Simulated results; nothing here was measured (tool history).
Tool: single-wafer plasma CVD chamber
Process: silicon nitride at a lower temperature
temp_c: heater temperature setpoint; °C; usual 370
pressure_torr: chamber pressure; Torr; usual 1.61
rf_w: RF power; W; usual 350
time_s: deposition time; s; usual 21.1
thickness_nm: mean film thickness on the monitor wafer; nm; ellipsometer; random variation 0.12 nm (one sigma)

run,hour,temp_c,pressure_torr,rf_w,time_s,"read-back reference wafer on the same gauge, thickness_nm",thickness_nm
1,0.0,370,1.61,350,21.1,27.490,26.163
2,10.0,370,1.61,350,21.1,27.512,26.032
3,25.2,370,1.61,350,19.5,27.497,24.029
4,42.0,370,1.61,350,19.5,27.556,23.979
5,50.1,370,1.61,350,19.5,27.463,24.052
6,63.5,364,1.61,350,21.1,27.439,25.862
7,77.2,364,1.61,350,21.1,27.525,26.107
8,87.0,364,1.61,350,21.1,27.545,25.837
# hour 129.4: capacitance manometer re-zeroed and calibrated
# hour 137.7: RF generator calibrated
9,139.5,370,1.61,350,21.1,27.511,27.343
10,145.9,370,1.61,350,21.1,27.529,27.238
11,152.2,370,1.42,350,20.0,27.493,24.795
12,160.8,363,1.24,400,24.7,27.491,33.222
13,177.2,364,1.77,350,18.8,27.495,24.928
# hour 191.4: showerhead replaced
14,194.0,360,1.61,315,21.1,27.492,24.602
# hour 202.4: thermocouple changed; heater temperature recalibrated
15,209.0,370,1.92,350,21.1,27.533,28.600
# hour 223.4: gauge calibrated
16,227.1,357,1.71,350,21.1,27.513,27.781
17,239.2,376,1.98,350,18.3,27.529,24.850
18,256.5,370,1.81,350,21.1,27.447,27.869
19,268.0,370,1.81,350,21.1,27.548,27.750
20,280.4,370,1.61,350,21.1,27.494,27.147
21,287.1,370,1.61,405,24.9,27.483,36.637

Forecast each of these 5 alternatives for the next run:
A,287.5,370,1.61,315,21.1,?,?
B,287.5,381,1.89,285,23.6,?,?
C,287.5,362,1.33,330,21.1,?,?
D,287.5,370,1.30,350,24.8,?,?
E,287.5,370,1.61,330,18.7,?,?

run,"read-back reference wafer on the same gauge, thickness_nm",thickness_nm
A,27.512,24.432
B,27.512,25.393
C,27.512,24.372
D,27.512,30.051
E,27.512,22.727
Without the tool's hidden state the same runs would have given:
run,thickness_nm
A,24.511
B,25.478
C,24.448
D,30.142
E,22.798
